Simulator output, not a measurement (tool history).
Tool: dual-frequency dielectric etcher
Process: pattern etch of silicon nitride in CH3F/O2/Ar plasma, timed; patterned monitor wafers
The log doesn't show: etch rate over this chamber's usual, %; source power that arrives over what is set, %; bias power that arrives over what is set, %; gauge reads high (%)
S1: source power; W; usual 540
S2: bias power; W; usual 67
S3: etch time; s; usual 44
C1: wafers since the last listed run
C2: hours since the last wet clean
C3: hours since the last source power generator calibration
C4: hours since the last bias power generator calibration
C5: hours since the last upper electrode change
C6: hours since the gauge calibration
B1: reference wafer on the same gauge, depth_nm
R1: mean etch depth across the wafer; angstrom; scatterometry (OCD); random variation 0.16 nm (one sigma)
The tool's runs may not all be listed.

run     day   S1  S2    S3    C1     C2      C3      C4      C5      C6     B1     R1
  1       0  540  67    44     0   82.8   101.6  3704.8  4961.5    35.2  28.07    332
  2   2.433  540  67    44   848  141.2     160  3763.2  5019.9    93.6   28.1  329.2
  3   3.892  540  59    44   508  176.2     195  3798.2  5054.9   128.6  28.12  310.9
  4   6.433  540  59    44   886  237.2     256  3859.2  5115.9   189.6  28.09  310.4
      8.604  -- upper electrode replaced
  5     9.3  540  59    44   651    306   324.8    3928    16.7   258.4   28.1    311
  6  10.583  540  67  52.5   447  336.8   355.6  3958.8    47.5   289.2  28.11  389.5
  7  12.192  540  67    44   561  375.4   394.2  3997.4    86.1   327.8  28.12  328.4
  8  14.154  540  67    44   684  422.5   441.3  4044.5   133.2   374.9  28.12  325.4
     16.825  -- wet clean of the chamber
  9  16.846  640  61    39   590    0.5   505.9  4109.1   197.8   439.5   28.1  297.7
 10  17.875  500  67    36   358   25.2   530.6  4133.8   222.5   464.2   28.1  265.7
 11  19.562  460  67    51   588   65.7   571.1  4174.3     263   504.7   28.1  362.7
 12  21.875  540  60    31   806  121.2   626.6  4229.8   318.5   560.2  28.11  220.2
 13  24.775  540  67    44  1011  190.8   696.2  4299.4   388.1   629.8  28.08  326.7
     26.592  -- bias power generator calibrated
 14  26.612  540  67    44   582  234.9   740.3     0.5   432.2   673.9  28.09  326.1
 15  28.892  590  55    32   795  289.6     795    55.2   486.9   728.6  28.09  221.4
 16  30.396  540  67    44   524  325.7   831.1    91.3     523   764.7  28.05  324.7
 17   32.95  590  67  39.5   890    387   892.4   152.6   584.3     826  28.11  296.9
 18  35.892  590  67  39.5  1026  457.6     963   223.2   654.9   896.6  28.11  299.7
 19  36.938  490  82    44   364  482.7   988.1   248.3     680   921.7  28.09  345.6
     39.829  -- wet clean of the chamber
 20   39.85  480  55    33   667    0.5    1058   318.2   749.9   991.6  28.12  219.6
 21  40.721  500  61  49.5   303   21.4  1078.9   339.1   770.8  1012.5  28.12  349.9
 22   42.35  540  67  32.5   568   60.5    1118   378.2   809.9  1051.6  28.11  243.8
 23  43.429  540  67    44   376   86.4  1143.9   404.1   835.8  1077.5   28.1  330.4
 24  44.746  540  67    44   459    118  1175.5   435.7   867.4  1109.1  28.13  328.3
 25  47.354  540  54  39.5   909  180.6  1238.1   498.3     930  1171.7  28.11  268.1
 26  50.162  460  67    51   979    248  1305.5   565.7   997.4  1239.1  28.09  362.7
 27  51.246  540  67    44   377    274  1331.5   591.7  1023.4  1265.1  28.12  328.7
 28  54.025  540  67  38.5   969  340.7  1398.2   658.4  1090.1  1331.8  28.07  286.8
 29  57.608  540  67    53  1249  426.7  1484.2   744.4  1176.1  1417.8  28.12    391

Forecast each of these 5 alternatives for the next run:
  A  57.625  540  67  44   5  427.1  1484.6  744.8  1176.5  1418.2   ?   ?
  B  57.625  420  67  36   5  427.1  1484.6  744.8  1176.5  1418.2   ?   ?
  C  57.625  590  53  39   5  427.1  1484.6  744.8  1176.5  1418.2   ?   ?
  D  57.625  480  82  44   5  427.1  1484.6  744.8  1176.5  1418.2   ?   ?
  E  57.625  540  57  39   5  427.1  1484.6  744.8  1176.5  1418.2   ?   ?

run     B1     R1
  A  28.09  324.7
  B  28.09  246.5
  C  28.09  265.8
  D  28.09  343.7
  E  28.09  267.2
Without the tool's hidden state the same runs would have given:
run     R1
  A  332.9
  B  252.7
  C  272.5
  D  352.4
  E    274

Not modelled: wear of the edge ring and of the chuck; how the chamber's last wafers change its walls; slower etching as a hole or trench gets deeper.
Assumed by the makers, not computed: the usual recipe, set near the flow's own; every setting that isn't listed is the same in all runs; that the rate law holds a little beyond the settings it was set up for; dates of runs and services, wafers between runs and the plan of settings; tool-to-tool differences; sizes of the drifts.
